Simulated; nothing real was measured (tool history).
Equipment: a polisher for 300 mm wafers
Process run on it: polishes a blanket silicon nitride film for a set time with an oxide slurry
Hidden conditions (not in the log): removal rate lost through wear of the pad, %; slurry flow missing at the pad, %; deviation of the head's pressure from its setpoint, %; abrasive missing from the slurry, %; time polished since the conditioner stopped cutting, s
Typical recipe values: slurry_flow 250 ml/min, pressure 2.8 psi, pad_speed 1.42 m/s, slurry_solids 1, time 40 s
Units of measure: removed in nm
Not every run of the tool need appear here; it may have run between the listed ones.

run,hour,slurry_flow,pressure,pad_speed,slurry_solids,time,wafers since the last listed run,wafers polished on this pad,hours since the slurry nozzle was cleaned,hours since the head pressure was calibrated,hours since the slurry blender was calibrated,hours since the conditioning disc was replaced,"incoming thickness of the incoming film, nm",removed
1,0,250,2.8,1.42,0.9,44,0,3731,621.1,1392.3,62,431.6,301.4,25
# hour 6.7: conditioning disc replaced and pad reconditioned
# hour 68.4: head pressure recalibrated
2,100.3,250,2.8,1.42,0.9,44,1282,5013,721.4,31.9,162.3,93.6,301.1,24.1
# hour 119.3: worn pad replaced by a new one
# hour 132.5: slurry nozzle cleaned
3,154.8,250,2.8,1.42,0.9,44,659,458,22.3,86.4,216.8,148.1,297.8,23.6
4,212.3,280,2.8,1.26,1,40,765,1224,79.8,143.9,274.3,205.6,296,21.8
5,282.6,250,2.8,1.42,1,40,935,2160,150.1,214.2,344.6,275.9,297.6,22.4
6,386,250,2.8,1.42,1,40,1376,3536,253.5,317.6,448,379.3,304.4,21
# hour 415.1: slurry blender recalibrated
# hour 435.5: conditioning disc replaced and pad reconditioned
7,439.6,250,2.8,1.42,1,40,660,4197,307.1,371.2,24.5,4.1,304.5,24.3
8,528.7,250,2.1,1.42,1,40,1186,5383,396.2,460.3,113.6,93.2,301.3,17.6
# hour 552.2: worn pad replaced by a new one
9,575.5,250,2.1,1.42,1,40,569,310,443,507.1,160.4,140,298,17.6
10,624.5,250,2.1,1.42,1,40,652,963,492,556.1,209.4,189,306.1,17
11,726.2,185,2.4,1.42,1,53,1354,2317,593.7,657.8,311.1,290.7,293.7,23.9
# hour 798.4: slurry blender recalibrated
12,820.1,250,2.8,1.42,1,40,1223,3540,687.6,751.7,21.7,384.6,295,23.6
13,857,250,2.8,1.42,0.75,40,491,4031,724.5,788.6,58.6,421.5,302.9,20.1
# hour 913.7: conditioning disc replaced and pad reconditioned
# hour 932.8: slurry nozzle cleaned
# hour 967.2: worn pad replaced by a new one, of another model than before
14,1027.3,250,2.8,1.68,1.15,48,2174,800,94.5,958.9,228.9,113.6,298.5,33

Run 15 has not been measured yet. What should we expect?
15,1134,190,2.8,1.42,1,40,1420,2221,201.2,1065.6,335.6,220.3,304.7,?

{"run 15": {"removed": 21.5}}
Had the tool carried no hidden state, the very same run would have given removed 24 nm.
